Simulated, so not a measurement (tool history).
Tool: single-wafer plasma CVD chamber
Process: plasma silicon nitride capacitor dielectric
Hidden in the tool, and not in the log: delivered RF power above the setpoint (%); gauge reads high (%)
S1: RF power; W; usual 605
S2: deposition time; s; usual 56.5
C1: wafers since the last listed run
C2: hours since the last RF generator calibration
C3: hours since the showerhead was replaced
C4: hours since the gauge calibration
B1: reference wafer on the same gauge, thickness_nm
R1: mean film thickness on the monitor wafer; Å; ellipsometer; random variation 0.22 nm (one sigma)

run	hour	S1	S2	C1	C2	C3	C4	B1	R1
1	0.0	605	56.5	0	1420.7	2387.7	508.7	85.760	887.45
2	59.6	605	56.5	829	1480.3	2447.3	568.3	85.731	887.07
3	107.0	605	56.5	659	1527.7	2494.7	615.7	85.694	882.40
4	166.5	575	60.0	828	1587.2	2554.2	675.2	85.702	926.31
5	204.0	575	60.0	522	1624.7	2591.7	712.7	85.721	927.77
6	231.6	580	63.5	384	1652.3	2619.3	740.3	85.705	984.85
7	274.8	605	63.5	601	1695.5	2662.5	783.5	85.715	992.10
8	341.8	605	56.5	932	1762.5	2729.5	850.5	85.675	884.69
9	389.0	605	56.5	657	1809.7	2776.7	897.7	85.795	882.23
10	420.6	605	56.5	439	1841.3	2808.3	929.3	85.657	886.36
11	484.0	605	56.5	882	1904.7	2871.7	992.7	85.722	882.27
12	549.5	605	56.5	911	1970.2	2937.2	1058.2	85.669	885.19
13	594.9	605	56.5	631	2015.6	2982.6	1103.6	85.795	879.10
14	631.2	605	56.5	505	2051.9	3018.9	1139.9	85.631	880.77
15	696.9	605	51.2	914	2117.6	3084.6	1205.6	85.653	799.85
16	748.7	605	56.5	721	2169.4	3136.4	1257.4	85.701	877.44
17	813.1	715	53.1	896	2233.8	3200.8	1321.8	85.701	859.85
# hour 839.6: gauge calibrated
18	883.9	700	45.8	985	2304.6	3271.6	44.3	85.768	738.41
19	909.3	520	48.3	353	2330.0	3297.0	69.7	85.752	724.59
20	944.3	545	47.2	487	2365.0	3332.0	104.7	85.685	718.95
21	1006.2	550	46.9	861	2426.9	3393.9	166.6	85.648	712.30

Run 22 has not been measured yet. What should we expect?
# hour 1029.8: showerhead replaced
# hour 1036.3: RF generator calibrated
22	1063.1	605	56.5	590	26.8	33.3	223.5	?	?

B1: 85.689
R1: 897.33 Å
Take away the tool's hidden state, keep the run-to-run variation as it was, and the same run would have given R1 897.55 Å.

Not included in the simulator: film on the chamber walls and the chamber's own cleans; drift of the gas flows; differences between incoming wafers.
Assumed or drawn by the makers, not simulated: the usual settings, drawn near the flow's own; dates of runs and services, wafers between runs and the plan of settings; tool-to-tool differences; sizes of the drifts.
